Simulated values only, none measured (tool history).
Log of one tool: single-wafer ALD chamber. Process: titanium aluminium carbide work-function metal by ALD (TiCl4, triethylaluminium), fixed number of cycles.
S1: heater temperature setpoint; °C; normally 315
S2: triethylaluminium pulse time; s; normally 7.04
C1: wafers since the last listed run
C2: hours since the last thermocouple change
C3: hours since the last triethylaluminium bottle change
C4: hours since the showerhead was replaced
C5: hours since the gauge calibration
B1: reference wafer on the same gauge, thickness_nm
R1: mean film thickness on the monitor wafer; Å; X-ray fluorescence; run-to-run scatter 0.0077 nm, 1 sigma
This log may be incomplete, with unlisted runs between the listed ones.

Run 1, hour 0: usual settings but S2 5.08 s; C1 0; C2 1365.4; C3 394.7; C4 1438.1; C5 1070.2; B1 1.869. Result: R1 19.53 Å.
Run 2, hour 102.3: usual settings but S2 5.08 s; C1 1451; C2 1467.7; C3 497; C4 1540.4; C5 1172.5; B1 1.87. Result: R1 19.26 Å.
Run 3, hour 151.7: usual settings; C1 700; C2 1517.1; C3 546.4; C4 1589.8; C5 1221.9; B1 1.871. Result: R1 21.31 Å.
Run 4, hour 204: usual settings; C1 742; C2 1569.4; C3 598.7; C4 1642.1; C5 1274.2; B1 1.87. Result: R1 21.19 Å.
Run 5, hour 252.5: usual settings but S2 4.88 s; C1 688; C2 1617.9; C3 647.2; C4 1690.6; C5 1322.7; B1 1.87. Result: R1 19.04 Å.
Run 6, hour 291.5: usual settings but S2 4.88 s; C1 553; C2 1656.9; C3 686.2; C4 1729.6; C5 1361.7; B1 1.867. Result: R1 19 Å.
Run 7, hour 379.2: usual settings but S2 8.32 s; C1 1244; C2 1744.6; C3 773.9; C4 1817.3; C5 1449.4; B1 1.868. Result: R1 21.95 Å.
Run 8, hour 419.8: usual settings; C1 576; C2 1785.2; C3 814.5; C4 1857.9; C5 1490; B1 1.871. Result: R1 21.3 Å.
Run 9, hour 516.3: usual settings but S2 8.27 s; C1 1369; C2 1881.7; C3 911; C4 1954.4; C5 1586.5; B1 1.87. Result: R1 21.85 Å.
Run 10, hour 570.6: usual settings; C1 770; C2 1936; C3 965.3; C4 2008.7; C5 1640.8; B1 1.87. Result: R1 21.03 Å.
Run 11, hour 630.3: usual settings but S2 5.01 s; C1 847; C2 1995.7; C3 1025; C4 2068.4; C5 1700.5; B1 1.871. Result: R1 19.06 Å.
Run 12, hour 732.7: usual settings but S2 5.01 s; C1 1452; C2 2098.1; C3 1127.4; C4 2170.8; C5 1802.9; B1 1.869. Result: R1 19.07 Å.
Run 13, hour 824.8: usual settings; C1 1306; C2 2190.2; C3 1219.5; C4 2262.9; C5 1895; B1 1.866. Result: R1 21.09 Å.
Run 14, hour 894.8: usual settings; C1 993; C2 2260.2; C3 1289.5; C4 2332.9; C5 1965; B1 1.867. Result: R1 21.07 Å.
Run 15, hour 954.2: usual settings but S1 304 °C, S2 4.96 s; C1 842; C2 2319.6; C3 1348.9; C4 2392.3; C5 2024.4; B1 1.867. Result: R1 18.22 Å.
Run 16, hour 1057.3: usual settings but S1 327 °C, S2 5.03 s; C1 1462; C2 2422.7; C3 1452; C4 2495.4; C5 2127.5; B1 1.868. Result: R1 19.93 Å.
At hour 1138.1: thermocouple changed; heater temperature recalibrated.
Run 17, hour 1142.1: usual settings but S1 311 °C, S2 7.85 s; C1 1089; C2 4; C3 1536.8; C4 2580.2; C5 2212.3; B1 1.873. Result: R1 21.4 Å.
Run 18, hour 1238.4: usual settings but S1 326 °C, S2 4.49 s; C1 1366; C2 100.3; C3 1633.1; C4 2676.5; C5 2308.6; B1 1.87. Result: R1 18.96 Å.
Run 19, hour 1276: usual settings; C1 533; C2 137.9; C3 1670.7; C4 2714.1; C5 2346.2; B1 1.869. Result: R1 20.91 Å.
At hour 1299.9: triethylaluminium bottle replaced.
Run 20, hour 1365.5: usual settings; C1 1156; C2 227.4; C3 65.6; C4 2803.6; C5 2435.7; B1 1.868. Result: R1 21.6 Å.
At hour 1412.6: gauge calibrated.
Run 21, hour 1414.5: usual settings but S1 323 °C, S2 9.24 s; C1 695; C2 276.4; C3 114.6; C4 2852.6; C5 1.9; B1 1.872. Result: R1 23.36 Å.
At hour 1481.9: showerhead replaced, of another model than before.
Run 22, hour 1512.2: usual settings; C1 1272; C2 374.1; C3 212.3; C4 30.3; C5 99.6; B1 1.873. Result: R1 21.59 Å.
Run 23, hour 1754.2: usual settings; C1 3433; C2 616.1; C3 454.3; C4 272.3; C5 341.6; B1 1.87. Result: R1 21.5 Å.
Run 24, hour 1835.2: usual settings but S1 321 °C, S2 5.02 s; C1 1149; C2 697.1; C3 535.3; C4 353.3; C5 422.6; B1 1.87. Result: R1 20.76 Å.
Run 25, hour 1885.4: usual settings but S1 307 °C, S2 7.77 s; C1 712; C2 747.3; C3 585.5; C4 403.5; C5 472.8; B1 1.872. Result: R1 21.08 Å.
Run 26, hour 1930.3: usual settings but S1 321 °C; C1 637; C2 792.2; C3 630.4; C4 448.4; C5 517.7; B1 1.868. Result: R1 21.85 Å.
Run 27, hour 1971.8: usual settings; C1 588; C2 833.7; C3 671.9; C4 489.9; C5 559.2; B1 1.874. Result: R1 21.32 Å.
Run 28, hour 2076.1: usual settings but S1 307 °C; C1 1479; C2 938; C3 776.2; C4 594.2; C5 663.5; B1 1.87. Result: R1 20.61 Å.

Per-run results on a tool with no hidden state, each run keeping its own random variation:
The tool's hidden condition here consists of: wafer temperature above the value expected at the setpoint (K); triethylaluminium dose above that of a fresh bottle (%); gauge reads high (%).
run     R1
  1  19.98
  2  19.79
  3  21.74
  4  21.64
  5  19.68
  6  19.67
  7  22.36
  8  21.83
  9   22.3
 10  21.61
 11  19.85
 12  19.89
 13  21.72
 14  21.71
 15  19.07
 16  20.86
 17  21.98
 18  19.97
 19  21.59
 20  21.69
 21  23.45
 22  21.71
 23  21.71
 24  21.05
 25  21.31
 26  22.12
 27  21.59
 28  20.89

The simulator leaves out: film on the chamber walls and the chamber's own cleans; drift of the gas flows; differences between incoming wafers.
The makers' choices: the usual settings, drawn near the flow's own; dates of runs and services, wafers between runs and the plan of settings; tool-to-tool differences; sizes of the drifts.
